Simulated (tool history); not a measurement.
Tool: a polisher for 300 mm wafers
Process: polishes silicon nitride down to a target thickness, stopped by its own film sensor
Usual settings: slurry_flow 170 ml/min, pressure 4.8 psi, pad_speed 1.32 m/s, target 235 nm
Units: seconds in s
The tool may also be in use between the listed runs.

| run | day | slurry_flow | pressure | pad_speed | target | wafers since the last listed run | wafers polished on this pad | hours since the slurry nozzle was cleaned | hours since the head pressure was calibrated | incoming thickness of the incoming film, nm | seconds |
|---|---|---|---|---|---|---|---|---|---|---|---|
| 1 | 0 | 170 | 4.8 | 1.5 | 235 | 0 | 176 | 728.8 | 538.8 | 458.5 | 79.3 |
| 2 | 0.379 | 170 | 4.8 | 1.32 | 235 | 78 | 255 | 737.9 | 547.9 | 456.6 | 84.3 |
| 3 | 0.65 | 170 | 4.8 | 1.32 | 235 | 56 | 311 | 744.4 | 554.4 | 463.5 | 85.3 |
| 4 | 0.95 | 170 | 4.8 | 1.14 | 235 | 62 | 373 | 751.6 | 561.6 | 458.1 | 90.1 |
| 5 | 1.208 | 170 | 4.8 | 1.14 | 235 | 53 | 427 | 757.8 | 567.8 | 461.1 | 94 |
| 6 | 2.071 | 170 | 4.8 | 1.32 | 215 | 178 | 605 | 778.5 | 588.5 | 460.2 | 94.4 |
| 7 | 2.596 | 170 | 4.8 | 1.32 | 215 | 108 | 714 | 791.1 | 601.1 | 459.7 | 99.1 |
| 8 | 3.029 | 170 | 3.8 | 1.32 | 235 | 89 | 804 | 801.5 | 611.5 | 458.4 | 114.7 |
| 9 | 3.592 | 170 | 3.8 | 1.32 | 235 | 116 | 921 | 815 | 625 | 460.2 | 116.3 |
| 10 | 3.971 | 170 | 3.8 | 1.32 | 235 | 78 | 999 | 824.1 | 634.1 | 461.9 | 115.6 |
|  | 4.175 | worn pad replaced by a new one |
| 11 | 4.662 | 135 | 4.8 | 1.32 | 235 | 108 | 100 | 840.7 | 650.7 | 460.6 | 85.1 |
| 12 | 5.133 | 170 | 4.8 | 1.18 | 235 | 97 | 198 | 852 | 662 | 456.6 | 88.4 |
|  | 5.392 | slurry nozzle cleaned |
| 13 | 5.738 | 170 | 4.8 | 1.18 | 235 | 116 | 315 | 8.3 | 676.5 | 454.7 | 86.5 |
| 14 | 6.042 | 170 | 4.8 | 1.18 | 235 | 63 | 378 | 15.6 | 683.8 | 457 | 89.7 |
| 15 | 6.712 | 135 | 4.8 | 1.32 | 235 | 139 | 517 | 31.7 | 699.9 | 459.6 | 88 |
| 16 | 7.438 | 170 | 4.3 | 1.44 | 159 | 150 | 667 | 49.1 | 717.3 | 463.4 | 129.7 |
| 17 | 7.75 | 170 | 6.2 | 1.32 | 166 | 64 | 732 | 56.6 | 724.8 | 465.5 | 89.8 |
|  | 8.229 | head pressure recalibrated |
| 18 | 8.25 | 170 | 4.8 | 1.32 | 215 | 86 | 818 | 68.6 | 0.5 | 459.9 | 99.9 |
|  | 8.542 | worn pad replaced by a new one |
| 19 | 9.708 | 145 | 4.8 | 1.32 | 235 | 267 | 241 | 103.6 | 35.5 | 457.9 | 84.8 |
| 20 | 10.104 | 170 | 4.8 | 1.32 | 235 | 82 | 323 | 113.1 | 45 | 466.4 | 87.4 |
| 21 | 10.771 | 170 | 4.8 | 1.32 | 307 | 138 | 461 | 129.1 | 61 | 465.3 | 62 |
| 22 | 11.246 | 170 | 4.8 | 1.32 | 287 | 98 | 560 | 140.5 | 72.4 | 459.3 | 67.2 |
| 23 | 11.517 | 170 | 6.3 | 1.32 | 311 | 56 | 616 | 147 | 78.9 | 459.1 | 42.4 |
|  | 13.175 | worn pad replaced by a new one |
| 24 | 13.196 | 140 | 3.3 | 1.48 | 268 | 313 | 4 | 187.3 | 119.2 | 460.3 | 95.9 |
| 25 | 13.862 | 145 | 5.5 | 0.86 | 273 | 138 | 142 | 203.3 | 135.2 | 463.6 | 79 |
| 26 | 14.258 | 170 | 6 | 1.32 | 235 | 82 | 225 | 212.8 | 144.7 | 460.1 | 66.7 |
| 27 | 14.512 | 170 | 3.4 | 1.32 | 311 | 52 | 277 | 218.9 | 150.8 | 464.9 | 79.5 |

Forecast each of these 3 alternatives for the next run:
| A | 14.529 | 170 | 4.8 | 1.32 | 235 | 3 | 281 | 219.3 | 151.2 | 464.8 | ? |
| B | 14.529 | 170 | 4.8 | 1.32 | 189 | 3 | 281 | 219.3 | 151.2 | 464.8 | ? |
| C | 14.529 | 205 | 5.7 | 1.64 | 198 | 3 | 281 | 219.3 | 151.2 | 464.8 | ? |

| run | seconds |
|---|---|
| A | 85.4 |
| B | 102.5 |
| C | 72.2 |
Without the tool's hidden state the same runs would have given:
| run | seconds |
|---|---|
| A | 82.3 |
| B | 98.7 |
| C | 69.5 |
